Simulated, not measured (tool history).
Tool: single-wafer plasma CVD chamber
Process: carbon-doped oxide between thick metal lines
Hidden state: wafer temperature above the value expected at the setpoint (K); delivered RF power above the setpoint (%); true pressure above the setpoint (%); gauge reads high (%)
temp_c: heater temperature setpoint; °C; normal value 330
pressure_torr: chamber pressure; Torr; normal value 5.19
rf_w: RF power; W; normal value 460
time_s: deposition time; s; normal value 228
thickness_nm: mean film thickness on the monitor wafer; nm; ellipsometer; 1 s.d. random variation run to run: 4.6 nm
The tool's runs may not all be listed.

run,hour,temp_c,pressure_torr,rf_w,time_s,wafers since the last listed run,hours since the last thermocouple change,hours since the last RF generator calibration,hours since the last manometer calibration,hours since the showerhead was replaced,hours since the gauge calibration,"read-back reference wafer on the same gauge, thickness_nm",thickness_nm
1,0,330,5.19,460,228,0,2509,351.2,684.6,6085.1,971.4,1297.721,1083.584
2,46.5,322,5.19,460,228,275,2555.5,397.7,731.1,6131.6,1017.9,1300.112,1107.657
3,108.9,322,5.19,460,228,369,2617.9,460.1,793.5,6194,1080.3,1298.043,1097.791
4,169.4,330,5.19,460,228,357,2678.4,520.6,854,6254.5,1140.8,1301.142,1079.312
5,227.8,330,5.19,460,228,345,2736.8,579,912.4,6312.9,1199.2,1300.049,1084.309
6,299,330,5.19,460,228,421,2808,650.2,983.6,6384.1,1270.4,1298.845,1080.718
# hour 308.5: thermocouple changed; heater temperature recalibrated
7,329.5,330,6.1,460,228,133,21,680.7,1014.1,6414.6,1300.9,1298.233,1106.786
8,398.4,330,5.19,460,228,407,89.9,749.6,1083,6483.5,1369.8,1300.285,1074.405
9,467.7,330,5.19,460,228,409,159.2,818.9,1152.3,6552.8,1439.1,1297.474,1071.664
# hour 477.5: capacitance manometer re-zeroed and calibrated
# hour 521.1: gauge calibrated
10,533.2,338,5.19,460,228,340,224.7,884.4,55.7,6618.3,12.1,1298.881,1067.122
11,601.5,338,5.19,460,228,403,293,952.7,124,6686.6,80.4,1301.295,1079.052
# hour 627: RF generator calibrated
12,628.7,322,5.19,460,228,113,320.2,1.7,151.2,6713.8,107.6,1297.578,1120.501
13,659.3,330,4.59,460,183,180,350.8,32.3,181.8,6744.4,138.2,1299.406,846.13
# hour 684.2: showerhead replaced
14,708.2,339,5.19,535,241,241,399.7,81.2,230.7,24,187.1,1297.323,1252.144
15,831.1,330,4.59,460,228,726,522.6,204.1,353.6,146.9,310,1299.783,1060.015
16,900.8,339,4.09,535,271,412,592.3,273.8,423.3,216.6,379.7,1299.798,1312.399
17,965.4,330,4.86,460,183,382,656.9,338.4,487.9,281.2,444.3,1300.824,862.831
18,1021.5,342,6.1,535,271,331,713,394.5,544,337.3,500.4,1299.361,1419.168
19,1057.6,323,5.19,460,261,213,749.1,430.6,580.1,373.4,536.5,1299.125,1270.767
20,1107,330,5.19,460,228,292,798.5,480,629.5,422.8,585.9,1299.388,1077.22
21,1151.4,330,5.19,460,202,262,842.9,524.4,673.9,467.2,630.3,1299.073,957.642
22,1195.1,330,5.19,460,228,258,886.6,568.1,717.6,510.9,674,1300.194,1092.378
23,1255.9,330,5.19,460,211,359,947.4,628.9,778.4,571.7,734.8,1300.177,1002.041
24,1304.2,335,6.22,500,239,285,995.7,677.2,826.7,620,783.1,1300.201,1227.151
25,1349.1,330,5.19,460,228,265,1040.6,722.1,871.6,664.9,828,1300.593,1075.987
26,1420.1,339,4.12,410,215,419,1111.6,793.1,942.6,735.9,899,1298.608,864.866
27,1453.8,334,5.19,460,228,199,1145.3,826.8,976.3,769.6,932.7,1302.523,1059.536
28,1494.2,339,5.19,460,271,238,1185.7,867.2,1016.7,810,973.1,1301.794,1240.205
# hour 1576.4: RF generator calibrated
# hour 1591: capacitance manometer re-zeroed and calibrated
29,1591.5,330,5.19,460,228,480,1283,15.1,0.5,907.3,1070.4,1300.683,1095.164

What if the next run were any one of these 3? Each begins from the tool's condition after run 29:
A,1592,330,5.19,460,228,2,1283.5,15.6,1,907.8,1070.9,?,?
B,1592,330,6.45,550,228,2,1283.5,15.6,1,907.8,1070.9,?,?
C,1592,330,4.81,415,228,2,1283.5,15.6,1,907.8,1070.9,?,?

run,"read-back reference wafer on the same gauge, thickness_nm",thickness_nm
A,1301.114,1092.212
B,1301.114,1269.337
C,1301.114,993.325
Stripped of hidden state, with their random variation kept, the same runs would have yielded:
run,thickness_nm
A,1094.329
B,1270.527
C,995.197
